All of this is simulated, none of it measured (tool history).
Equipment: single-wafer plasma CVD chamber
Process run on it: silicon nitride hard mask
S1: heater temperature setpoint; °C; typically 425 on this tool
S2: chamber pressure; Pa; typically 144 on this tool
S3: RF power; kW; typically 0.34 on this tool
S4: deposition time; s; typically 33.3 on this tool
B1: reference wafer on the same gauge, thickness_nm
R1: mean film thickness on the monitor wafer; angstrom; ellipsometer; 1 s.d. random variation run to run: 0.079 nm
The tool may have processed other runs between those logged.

run	hour	S1	S2	S3	S4	B1	R1
1	0	414	144	0.34	33.3	31.796	385.31
# hour 15.2: capacitance manometer re-zeroed and calibrated
2	23.9	414	144	0.34	33.3	31.8	386.64
3	38.9	425	144	0.34	33.3	31.81	383.63
4	50.6	425	144	0.34	33.3	31.782	384.89
5	65.6	425	144	0.34	33.3	31.804	385.14
6	73.8	425	144	0.34	30.8	31.801	356.35
7	80.6	425	144	0.34	30.8	31.812	354.94
8	90.8	425	144	0.34	31.2	31.782	360.6
9	98.1	425	133	0.39	33.3	31.807	408.24
10	110.7	425	144	0.34	33.3	31.794	384.03
11	123.8	414	144	0.34	33.3	31.798	385.33
12	133	425	144	0.34	33.3	31.805	384.14
13	148.5	425	144	0.34	33.3	31.808	384.3
14	159.2	425	144	0.385	33.3	31.805	416.72
15	173.7	425	144	0.31	28.6	31.796	310.95
16	185.5	434	144	0.34	37.2	31.803	428.37
# hour 223: gauge calibrated
# hour 233.3: thermocouple changed; heater temperature recalibrated
17	233.8	419	124	0.395	27.2	31.792	328.37
# hour 247: showerhead replaced
18	247.5	425	144	0.34	33.3	31.8	383.68
# hour 256.9: RF generator calibrated
19	257.4	425	144	0.34	39.4	31.792	455.42
20	269.5	438	124	0.405	33.3	31.801	401.66
21	285.9	425	144	0.305	26.6	31.799	284.93
22	293	425	144	0.34	33.3	31.797	383.25
23	307.2	425	144	0.36	33.3	31.813	399.16
24	324.6	415	144	0.38	33.3	31.785	414.54
25	334.8	425	109	0.34	33.3	31.797	344.81
26	349.6	425	144	0.34	33.3	31.805	384.3
27	365.5	420	144	0.34	30.4	31.803	352.77
28	382.9	425	144	0.34	33.3	31.798	383.93

What if the next run were any one of these 5? Each begins from the tool's condition after run 28:
A	383.3	425	144	0.34	33.3	?	?
B	383.3	425	177	0.375	29.2	?	?
C	383.3	435	144	0.37	33.3	?	?
D	383.3	425	144	0.34	37.2	?	?
E	383.3	429	129	0.395	38.9	?	?

run	B1	R1
A	31.789	384.09
B	31.789	385.08
C	31.789	403.63
D	31.789	428.96
E	31.789	473.83
Stripped of hidden state, with their random variation kept, the same runs would have yielded:
run	R1
A	384.09
B	385.08
C	403.63
D	428.96
E	473.83

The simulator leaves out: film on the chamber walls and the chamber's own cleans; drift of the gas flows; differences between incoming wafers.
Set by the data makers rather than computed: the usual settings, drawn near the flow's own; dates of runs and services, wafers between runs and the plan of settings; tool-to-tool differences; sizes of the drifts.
